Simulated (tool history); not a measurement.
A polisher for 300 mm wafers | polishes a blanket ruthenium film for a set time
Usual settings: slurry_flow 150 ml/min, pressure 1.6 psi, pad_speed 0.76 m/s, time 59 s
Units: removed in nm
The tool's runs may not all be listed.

run,hour,slurry_flow,pressure,pad_speed,time,"incoming thickness of the incoming film, nm",removed
1,0.0,150,1.6,0.76,59,311.2,27.8
# hour 20.5: slurry nozzle cleaned
2,63.5,150,1.6,0.76,59,312.4,28.6
3,105.8,150,1.6,0.76,59,313.5,28.5
# hour 118.5: worn pad replaced by a new one
4,140.6,150,2.0,0.76,59,310.1,36.2
5,203.0,150,2.0,0.76,59,316.8,34.5
6,232.1,150,1.6,0.76,59,312.4,26.7
# hour 271.2: slurry nozzle cleaned
# hour 277.4: worn pad replaced by a new one
7,280.6,150,1.6,0.76,59,311.0,32.2
8,326.9,150,1.6,0.76,59,308.2,30.4
9,397.7,185,1.3,0.62,40,310.1,13.7
# hour 427.7: head pressure recalibrated
10,428.2,185,1.4,0.88,46,307.2,23.7
# hour 453.1: worn pad replaced by a new one
11,454.3,105,1.3,0.76,52,306.4,19.8
12,496.3,150,1.6,0.56,59,310.5,20.1
13,526.0,150,1.9,0.76,59,313.6,30.8
# hour 551.9: slurry nozzle cleaned
14,556.9,150,1.6,0.64,73,309.9,30.2
# hour 605.3: worn pad replaced by a new one
15,626.5,150,1.6,0.76,59,312.1,31.0
16,657.2,150,1.6,0.76,59,306.0,29.3
17,712.1,135,1.6,0.82,59,311.7,29.5

3 ways to go on from here, each from the tool as it stands after run 17. What would each give?
A,712.5,150,1.2,0.76,59,309.8,?
B,712.5,150,1.8,0.70,59,309.8,?
C,712.5,110,1.0,0.76,59,309.8,?

run,removed
A,22.6
B,29.2
C,17.9
Without the tool's hidden state the same runs would have given:
run,removed
A,26.2
B,33.9
C,21.1

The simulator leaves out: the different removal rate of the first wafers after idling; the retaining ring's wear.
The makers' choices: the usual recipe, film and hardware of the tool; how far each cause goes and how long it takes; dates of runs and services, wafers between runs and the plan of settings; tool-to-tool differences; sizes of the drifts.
